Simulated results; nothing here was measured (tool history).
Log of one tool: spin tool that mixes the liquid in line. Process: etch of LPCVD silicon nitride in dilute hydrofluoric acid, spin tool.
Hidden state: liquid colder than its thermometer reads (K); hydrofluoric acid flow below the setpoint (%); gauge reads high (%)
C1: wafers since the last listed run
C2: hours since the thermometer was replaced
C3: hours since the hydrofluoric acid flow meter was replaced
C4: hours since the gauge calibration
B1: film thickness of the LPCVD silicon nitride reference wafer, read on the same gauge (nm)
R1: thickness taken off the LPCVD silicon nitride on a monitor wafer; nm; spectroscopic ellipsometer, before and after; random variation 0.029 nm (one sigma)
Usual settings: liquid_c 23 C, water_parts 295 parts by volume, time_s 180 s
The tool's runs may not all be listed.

run 1 day=0 | liquid_c=23 water_parts=295 time_s=180 | C1=0 C2=1925.2 C3=1407.9 C4=892.9 | B1=60.032 | R1=0.377
run 2 day=1.433 | liquid_c=23 water_parts=220 time_s=140 | C1=220 C2=1959.6 C3=1442.3 C4=927.3 | B1=59.997 | R1=0.337
run 3 day=3.979 | liquid_c=23 water_parts=220 time_s=140 | C1=392 C2=2020.7 C3=1503.4 C4=988.4 | B1=59.955 | R1=0.343
run 4 day=5.179 | liquid_c=23 water_parts=340 time_s=180 | C1=184 C2=2049.5 C3=1532.2 C4=1017.2 | B1=59.993 | R1=0.314
run 5 day=7.462 | liquid_c=23 water_parts=295 time_s=180 | C1=351 C2=2104.3 C3=1587 C4=1072 | B1=60.049 | R1=0.338
run 6 day=10.196 | liquid_c=23 water_parts=295 time_s=180 | C1=421 C2=2169.9 C3=1652.6 C4=1137.6 | B1=60.035 | R1=0.338
run 7 day=12.625 | liquid_c=23 water_parts=295 time_s=180 | C1=374 C2=2228.2 C3=1710.9 C4=1195.9 | B1=59.99 | R1=0.378
-- day=14.3 hydrofluoric acid flow meter replaced
run 8 day=15.483 | liquid_c=23 water_parts=295 time_s=180 | C1=434 C2=2296.8 C3=28.4 C4=1264.5 | B1=60.019 | R1=0.346
run 9 day=17.567 | liquid_c=23 water_parts=295 time_s=180 | C1=321 C2=2346.8 C3=78.4 C4=1314.5 | B1=60.015 | R1=0.303
run 10 day=19.962 | liquid_c=23 water_parts=295 time_s=150 | C1=369 C2=2404.3 C3=135.9 C4=1372 | B1=59.998 | R1=0.26
run 11 day=22.496 | liquid_c=23 water_parts=295 time_s=150 | C1=390 C2=2465.1 C3=196.7 C4=1432.8 | B1=60.026 | R1=0.234
run 12 day=24.533 | liquid_c=25.5 water_parts=245 time_s=95 | C1=313 C2=2514 C3=245.6 C4=1481.7 | B1=59.977 | R1=0.261
run 13 day=27.358 | liquid_c=19 water_parts=295 time_s=180 | C1=435 C2=2581.8 C3=313.4 C4=1549.5 | B1=59.993 | R1=0.249
run 14 day=28.85 | liquid_c=23 water_parts=295 time_s=180 | C1=229 C2=2617.6 C3=349.2 C4=1585.3 | B1=60.009 | R1=0.334
-- day=30.121 thermometer replaced
run 15 day=31.146 | liquid_c=23 water_parts=295 time_s=250 | C1=347 C2=24.6 C3=404.3 C4=1640.4 | B1=60.017 | R1=0.57
run 16 day=33.167 | liquid_c=23 water_parts=295 time_s=140 | C1=311 C2=73.1 C3=452.8 C4=1688.9 | B1=60.005 | R1=0.302
run 17 day=34.208 | liquid_c=23 water_parts=190 time_s=180 | C1=160 C2=98.1 C3=477.8 C4=1713.9 | B1=59.977 | R1=0.532
run 18 day=36.408 | liquid_c=23 water_parts=150 time_s=225 | C1=339 C2=150.9 C3=530.6 C4=1766.7 | B1=60.007 | R1=0.88
run 19 day=37.471 | liquid_c=18.5 water_parts=295 time_s=180 | C1=163 C2=176.4 C3=556.1 C4=1792.2 | B1=59.976 | R1=0.259
run 20 day=40.058 | liquid_c=21 water_parts=295 time_s=145 | C1=398 C2=238.5 C3=618.2 C4=1854.3 | B1=59.964 | R1=0.223
-- day=40.996 gauge calibrated
run 21 day=42.467 | liquid_c=23 water_parts=295 time_s=180 | C1=371 C2=296.3 C3=676 C4=35.3 | B1=60.01 | R1=0.358
run 22 day=43.842 | liquid_c=27.5 water_parts=435 time_s=220 | C1=211 C2=329.3 C3=709 C4=68.3 | B1=60.011 | R1=0.38
run 23 day=51.542 | liquid_c=26 water_parts=170 time_s=80 | C1=1186 C2=514.1 C3=893.8 C4=253.1 | B1=60.012 | R1=0.339
run 24 day=52.921 | liquid_c=23 water_parts=295 time_s=145 | C1=212 C2=547.2 C3=926.9 C4=286.2 | B1=59.977 | R1=0.319
run 25 day=54.05 | liquid_c=19 water_parts=375 time_s=150 | C1=173 C2=574.3 C3=954 C4=313.3 | B1=60.034 | R1=0.161
run 26 day=55.262 | liquid_c=28 water_parts=345 time_s=210 | C1=186 C2=603.4 C3=983.1 C4=342.4 | B1=59.988 | R1=0.519

Run 27 comes next. What will it give?
run 27 day=56.8 | liquid_c=19 water_parts=185 time_s=245 | C1=236 C2=640.3 C3=1020 C4=379.3 | B1=? | R1=?

B1: 60.068
R1: 0.553 nm
Without the tool's hidden state the same run would have given R1 0.553 nm.
